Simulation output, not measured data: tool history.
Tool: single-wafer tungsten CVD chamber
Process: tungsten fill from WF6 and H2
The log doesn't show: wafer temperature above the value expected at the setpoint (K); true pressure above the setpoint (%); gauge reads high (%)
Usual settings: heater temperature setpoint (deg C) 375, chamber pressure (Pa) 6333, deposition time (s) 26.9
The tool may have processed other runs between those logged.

| run | day | heater temperature setpoint (deg C) | chamber pressure (Pa) | deposition time (s) | wafers since the last listed run | hours since the last thermocouple change | hours since the last manometer calibration | hours since the showerhead was replaced | hours since the gauge calibration | read-back reference wafer on the same gauge, thickness_nm | mean film thickness on the monitor wafer (angstrom) |
|---|---|---|---|---|---|---|---|---|---|---|---|
| 1 | 0 | 375 | 6333 | 26.9 | 0 | 2610.1 | 1604.2 | 7210.4 | 270.9 | 52.298 | 637.76 |
| 2 | 0.612 | 375 | 6333 | 31.1 | 362 | 2624.8 | 1618.9 | 7225.1 | 285.6 | 52.295 | 738.33 |
| 3 | 1.483 | 375 | 6333 | 26.9 | 514 | 2645.7 | 1639.8 | 7246 | 306.5 | 52.292 | 636.84 |
| 4 | 5.575 | 375 | 6333 | 26.9 | 2418 | 2743.9 | 1738 | 7344.2 | 404.7 | 52.296 | 638.29 |
| 5 | 6.817 | 375 | 6333 | 28.8 | 733 | 2773.7 | 1767.8 | 7374 | 434.5 | 52.299 | 685.4 |
| 6 | 7.842 | 375 | 6333 | 26.9 | 605 | 2798.3 | 1792.4 | 7398.6 | 459.1 | 52.292 | 641.17 |
| 7 | 8.892 | 375 | 6333 | 26.9 | 620 | 2823.5 | 1817.6 | 7423.8 | 484.3 | 52.283 | 642.33 |
|  | 10.433 | showerhead replaced |
| 8 | 10.454 | 375 | 6333 | 26.9 | 726 | 2861 | 1855.1 | 0.5 | 521.8 | 52.305 | 643.6 |
| 9 | 10.883 | 375 | 5440 | 31.7 | 253 | 2871.3 | 1865.4 | 10.8 | 532.1 | 52.258 | 705.35 |
|  | 12.475 | capacitance manometer re-zeroed and calibrated |
|  | 13.375 | gauge calibrated |
| 10 | 13.667 | 388 | 6333 | 29.8 | 1448 | 2938.1 | 28.6 | 77.6 | 7 | 52.296 | 861.55 |
| 11 | 15.088 | 375 | 6333 | 26.9 | 839 | 2972.2 | 62.7 | 111.7 | 41.1 | 52.293 | 626.44 |
|  | 16.262 | thermocouple changed; heater temperature recalibrated |
| 12 | 16.512 | 366 | 6333 | 26.9 | 645 | 6 | 96.9 | 145.9 | 75.3 | 52.288 | 475.44 |
| 13 | 17.471 | 387 | 7199 | 24.7 | 566 | 29 | 119.9 | 168.9 | 98.3 | 52.308 | 682.05 |
| 14 | 18.912 | 385 | 5346 | 28.7 | 852 | 63.6 | 154.5 | 203.5 | 132.9 | 52.311 | 663.6 |
| 15 | 20.317 | 375 | 6333 | 26.9 | 829 | 97.3 | 188.2 | 237.2 | 166.6 | 52.286 | 568 |
| 16 | 20.825 | 389 | 7386 | 31.3 | 300 | 109.5 | 200.4 | 249.4 | 178.8 | 52.258 | 911.68 |

Here are 5 independent what-if runs from the current tool condition. What would each one return?
| A | 20.842 | 389 | 6333 | 26.9 | 9 | 109.9 | 200.8 | 249.8 | 179.2 | ? | ? |
| B | 20.842 | 375 | 7066 | 24.4 | 9 | 109.9 | 200.8 | 249.8 | 179.2 | ? | ? |
| C | 20.842 | 375 | 6333 | 22.4 | 9 | 109.9 | 200.8 | 249.8 | 179.2 | ? | ? |
| D | 20.842 | 368 | 5026 | 23.9 | 9 | 109.9 | 200.8 | 249.8 | 179.2 | ? | ? |
| E | 20.842 | 375 | 6333 | 31.3 | 9 | 109.9 | 200.8 | 249.8 | 179.2 | ? | ? |

| run | read-back reference wafer on the same gauge, thickness_nm | mean film thickness on the monitor wafer (angstrom) |
|---|---|---|
| A | 52.315 | 727.12 |
| B | 52.315 | 541.91 |
| C | 52.315 | 472.03 |
| D | 52.315 | 395.09 |
| E | 52.315 | 660.49 |
Without the tool's hidden state the same runs would have given:
| run | mean film thickness on the monitor wafer (angstrom) |
|---|---|
| A | 711.63 |
| B | 530.33 |
| C | 461.78 |
| D | 386.27 |
| E | 646.15 |
